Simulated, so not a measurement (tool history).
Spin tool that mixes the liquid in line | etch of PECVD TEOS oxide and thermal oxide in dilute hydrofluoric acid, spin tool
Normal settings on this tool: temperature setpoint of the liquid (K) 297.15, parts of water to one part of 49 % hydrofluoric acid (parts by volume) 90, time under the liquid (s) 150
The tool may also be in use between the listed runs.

run    hour  temperature setpoint of the liquid (K)  parts of water to one part of 49 % hydrofluoric acid (parts by volume)  time under the liquid (s)  wafers since the last listed run  hours since the thermometer was replaced  hours since the hydrofluoric acid flow meter was replaced  hours since the gauge calibration  read-back film thickness of the PECVD TEOS oxide reference wafer, read on the same gauge (nm)  read-back film thickness of the thermal oxide reference wafer, read on the same gauge (nm)  thickness taken off the PECVD TEOS oxide on a monitor wafer (nm)  thickness taken off the thermal oxide on a monitor wafer (nm)
  1     0.0                                  297.15                                                                      90                        150                                 0                                     340.0                                                      241.7                             1385.1                                                                                          81.54                                                                                      132.53                                                             29.77                                                           8.34
  2    60.4                                  295.15                                                                      90                        150                               569                                     400.4                                                      302.1                             1445.5                                                                                          81.61                                                                                      132.64                                                             27.27                                                           7.86
  3   112.0                                  297.15                                                                      90                        150                               486                                     452.0                                                      353.7                             1497.1                                                                                          81.71                                                                                      132.76                                                             29.56                                                           8.49
  4   190.6                                  297.15                                                                      90                        150                               741                                     530.6                                                      432.3                             1575.7                                                                                          81.80                                                                                      132.94                                                             29.77                                                           8.55
  5   269.4                                  297.15                                                                      90                        150                               743                                     609.4                                                      511.1                             1654.5                                                                                          81.89                                                                                      133.07                                                             29.81                                                           8.50
  6   558.4                                  297.15                                                                      80                        150                              2725                                     898.4                                                      800.1                             1943.5                                                                                          82.28                                                                                      133.71                                                             34.03                                                           9.67
  7   665.2                                  297.15                                                                      80                        150                              1007                                    1005.2                                                      906.9                             2050.3                                                                                          82.41                                                                                      133.94                                                             34.07                                                           9.74
  8   757.4                                  297.15                                                                      90                        150                               869                                    1097.4                                                      999.1                             2142.5                                                                                          82.53                                                                                      134.14                                                             30.02                                                           8.48
  9   854.3                                  297.15                                                                      90                        150                               913                                    1194.3                                                     1096.0                             2239.4                                                                                          82.66                                                                                      134.35                                                             30.19                                                           8.48
 10   952.2                                  297.15                                                                      90                        150                               923                                    1292.2                                                     1193.9                             2337.3                                                                                          82.77                                                                                      134.56                                                             30.07                                                           8.63
     1004.1  -- thermometer replaced
 11  1043.7                                  297.15                                                                      90                        150                               853                                      39.6                                                     1285.4                             2428.8                                                                                          82.89                                                                                      134.76                                                             30.07                                                           8.57
 12  1103.7                                  297.15                                                                      90                        150                               565                                      99.6                                                     1345.4                             2488.8                                                                                          82.99                                                                                      134.83                                                             30.31                                                           8.66
     1119.4  -- gauge calibrated
 13  1171.3                                  295.65                                                                      55                        205                               637                                     167.2                                                     1413.0                               51.9                                                                                          80.13                                                                                      130.17                                                             63.44                                                          18.29
 14  1216.8                                  297.15                                                                      90                         60                               429                                     212.7                                                     1458.5                               97.4                                                                                          80.14                                                                                      130.25                                                             11.65                                                           3.34
 15  1289.8                                  295.15                                                                      90                        200                               688                                     285.7                                                     1531.5                              170.4                                                                                          80.22                                                                                      130.42                                                             35.58                                                          10.26
 16  1345.6                                  292.15                                                                     115                        215                               526                                     341.5                                                     1587.3                              226.2                                                                                          80.31                                                                                      130.51                                                             25.91                                                           7.35
 17  1435.4                                  297.15                                                                     115                        150                               846                                     431.3                                                     1677.1                              316.0                                                                                          80.45                                                                                      130.70                                                             22.19                                                           6.37
 18  1506.6                                  294.65                                                                      70                        150                               671                                     502.5                                                     1748.3                              387.2                                                                                          80.54                                                                                      130.87                                                             34.72                                                           9.98
     1542.5  -- hydrofluoric acid flow meter replaced
 19  1560.4                                  299.15                                                                     110                        205                               497                                     556.3                                                       17.9                              441.0                                                                                          80.58                                                                                      130.94                                                             34.37                                                           9.82
 20  1658.1                                  297.15                                                                      90                        150                               921                                     654.0                                                      115.6                              538.7                                                                                          80.72                                                                                      131.18                                                             29.52                                                           8.46
 21  1744.9                                  297.15                                                                      90                        150                               818                                     740.8                                                      202.4                              625.5                                                                                          80.84                                                                                      131.38                                                             29.40                                                           8.33
 22  1845.8                                  297.15                                                                      90                        150                               951                                     841.7                                                      303.3                              726.4                                                                                          80.97                                                                                      131.57                                                             29.28                                                           8.44

What does the tool deliver on the next run?
 23  1937.2                                  297.15                                                                      50                        150                               862                                     933.1                                                      394.7                              817.8                                                                                              ?                                                                                           ?                                                                 ?                                                              ?

read-back film thickness of the PECVD TEOS oxide reference wafer, read on the same gauge (nm): 81.10
read-back film thickness of the thermal oxide reference wafer, read on the same gauge (nm): 131.75
thickness taken off the PECVD TEOS oxide on a monitor wafer (nm): 55.83
thickness taken off the thermal oxide on a monitor wafer (nm): 15.83
With no hidden state in the tool, this same run would have given thickness taken off the PECVD TEOS oxide on a monitor wafer (nm) 55.08, thickness taken off the thermal oxide on a monitor wafer (nm) 15.62.
